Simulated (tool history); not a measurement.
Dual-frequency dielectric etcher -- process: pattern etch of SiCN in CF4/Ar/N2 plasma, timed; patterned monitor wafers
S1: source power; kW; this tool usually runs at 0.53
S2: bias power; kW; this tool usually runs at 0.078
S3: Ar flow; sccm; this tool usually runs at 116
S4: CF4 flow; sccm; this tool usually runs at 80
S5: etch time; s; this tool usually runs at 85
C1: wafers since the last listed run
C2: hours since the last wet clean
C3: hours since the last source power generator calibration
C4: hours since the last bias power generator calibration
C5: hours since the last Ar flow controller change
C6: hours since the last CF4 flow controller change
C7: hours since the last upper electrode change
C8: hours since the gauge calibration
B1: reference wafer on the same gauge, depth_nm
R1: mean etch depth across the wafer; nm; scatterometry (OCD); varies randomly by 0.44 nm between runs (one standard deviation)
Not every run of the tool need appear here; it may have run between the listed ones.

run 1 day=0 | S1=0.53 S2=0.078 S3=116 S4=80 S5=85 | C1=0 C2=401.7 C3=3232.2 C4=5183.9 C5=4186.8 C6=4345.8 C7=3570.2 C8=103.3 | B1=75.1 | R1=93.1
run 2 day=3.283 | S1=0.53 S2=0.078 S3=116 S4=80 S5=85 | C1=1136 C2=480.5 C3=3311 C4=5262.7 C5=4265.6 C6=4424.6 C7=3649 C8=182.1 | B1=74.9 | R1=94.7
run 3 day=4.775 | S1=0.53 S2=0.078 S3=116 S4=80 S5=85 | C1=516 C2=516.3 C3=3346.8 C4=5298.5 C5=4301.4 C6=4460.4 C7=3684.8 C8=217.9 | B1=75 | R1=93.7
-- day=6.433 wet clean of the chamber
run 4 day=6.454 | S1=0.53 S2=0.078 S3=116 S4=80 S5=85 | C1=235 C2=0.5 C3=3387.1 C4=5338.8 C5=4341.7 C6=4500.7 C7=3725.1 C8=258.2 | B1=75.1 | R1=90.3
-- day=7.396 CF4 flow controller replaced
run 5 day=7.417 | S1=0.53 S2=0.078 S3=116 S4=80 S5=85 | C1=246 C2=23.6 C3=3410.2 C4=5361.9 C5=4364.8 C6=0.5 C7=3748.2 C8=281.3 | B1=74.9 | R1=90.4
-- day=8.008 bias power generator calibrated
run 6 day=8.029 | S1=0.53 S2=0.078 S3=116 S4=80 S5=85 | C1=154 C2=38.3 C3=3424.9 C4=0.5 C5=4379.5 C6=15.2 C7=3762.9 C8=296 | B1=74.9 | R1=90.9
run 7 day=9.3 | S1=0.53 S2=0.078 S3=116 S4=80 S5=85 | C1=439 C2=68.8 C3=3455.4 C4=31 C5=4410 C6=45.7 C7=3793.4 C8=326.5 | B1=74.8 | R1=90.7
run 8 day=10.138 | S1=0.53 S2=0.078 S3=116 S4=80 S5=85 | C1=289 C2=88.9 C3=3475.5 C4=51.1 C5=4430.1 C6=65.8 C7=3813.5 C8=346.6 | B1=75 | R1=90.8
run 9 day=10.817 | S1=0.53 S2=0.078 S3=116 S4=80 S5=85 | C1=235 C2=105.2 C3=3491.8 C4=67.4 C5=4446.4 C6=82.1 C7=3829.8 C8=362.9 | B1=74.9 | R1=90.6
-- day=11.562 gauge calibrated
-- day=12.092 upper electrode replaced
run 10 day=12.112 | S1=0.53 S2=0.078 S3=116 S4=80 S5=85 | C1=102 C2=136.3 C3=3522.9 C4=98.5 C5=4477.5 C6=113.2 C7=0.5 C8=13.2 | B1=74.9 | R1=91.2
run 11 day=12.912 | S1=0.48 S2=0.071 S3=116 S4=80 S5=61.5 | C1=276 C2=155.5 C3=3542.1 C4=117.7 C5=4496.7 C6=132.4 C7=19.7 C8=32.4 | B1=75 | R1=56
run 12 day=13.838 | S1=0.59 S2=0.078 S3=116 S4=80 S5=85 | C1=320 C2=177.7 C3=3564.3 C4=139.9 C5=4518.9 C6=154.6 C7=41.9 C8=54.6 | B1=75 | R1=102.5
-- day=14.662 Ar flow controller replaced
run 13 day=14.683 | S1=0.58 S2=0.078 S3=132 S4=80 S5=85 | C1=206 C2=198 C3=3584.6 C4=160.2 C5=0.5 C6=174.9 C7=62.2 C8=74.9 | B1=75.1 | R1=99.2
-- day=15.288 source power generator calibrated
run 14 day=15.308 | S1=0.6 S2=0.089 S3=96 S4=80 S5=77.5 | C1=158 C2=213 C3=0.5 C4=175.2 C5=15.5 C6=189.9 C7=77.2 C8=89.9 | B1=75 | R1=104.2
run 15 day=16.479 | S1=0.48 S2=0.071 S3=116 S4=80 S5=61.5 | C1=405 C2=241.1 C3=28.6 C4=203.3 C5=43.6 C6=218 C7=105.3 C8=118 | B1=75.1 | R1=56.4
run 16 day=17.508 | S1=0.53 S2=0.078 S3=144 S4=80 S5=85 | C1=356 C2=265.8 C3=53.3 C4=228 C5=68.3 C6=242.7 C7=130 C8=142.7 | B1=75.1 | R1=89.8
run 17 day=19.971 | S1=0.58 S2=0.078 S3=116 S4=90 S5=85 | C1=852 C2=324.9 C3=112.4 C4=287.1 C5=127.4 C6=301.8 C7=189.1 C8=201.8 | B1=75.1 | R1=103

Across each entry between runs, compare the hidden state at the last listed run before it with the hidden state at the first listed run after it:
Run 3 -> run 4: wet clean of the chamber (day 6.433)
  etch rate over this chamber's usual, %: 4.89 -> 0.102
  the result without the hidden state subtracted from the measured one, R1: +4.3 -> +0.1 nm
Run 4 -> run 5: CF4 flow controller replaced (day 7.396)
  etch rate over this chamber's usual, %: 0.102 -> 0.315
  the result without the hidden state subtracted from the measured one, R1: +0.1 -> +0.3 nm
Run 5 -> run 6: bias power generator calibrated (day 8.008)
  etch rate over this chamber's usual, %: 0.315 -> 0.45
  the result without the hidden state subtracted from the measured one, R1: +0.3 -> +0.4 nm
Run 9 -> run 10: gauge calibrated (day 11.562); upper electrode replaced (day 12.092)
  etch rate over this chamber's usual, %: 1.07 -> 1.35
  the result without the hidden state subtracted from the measured one, R1: +0.9 -> +1.2 nm
Run 12 -> run 13: Ar flow controller replaced (day 14.662)
  etch rate over this chamber's usual, %: 1.73 -> 1.92
  the result without the hidden state subtracted from the measured one, R1: +1.7 -> +1.9 nm
Run 13 -> run 14: source power generator calibrated (day 15.288)
  etch rate over this chamber's usual, %: 1.92 -> 2.06
  the result without the hidden state subtracted from the measured one, R1: +1.9 -> +2.1 nm
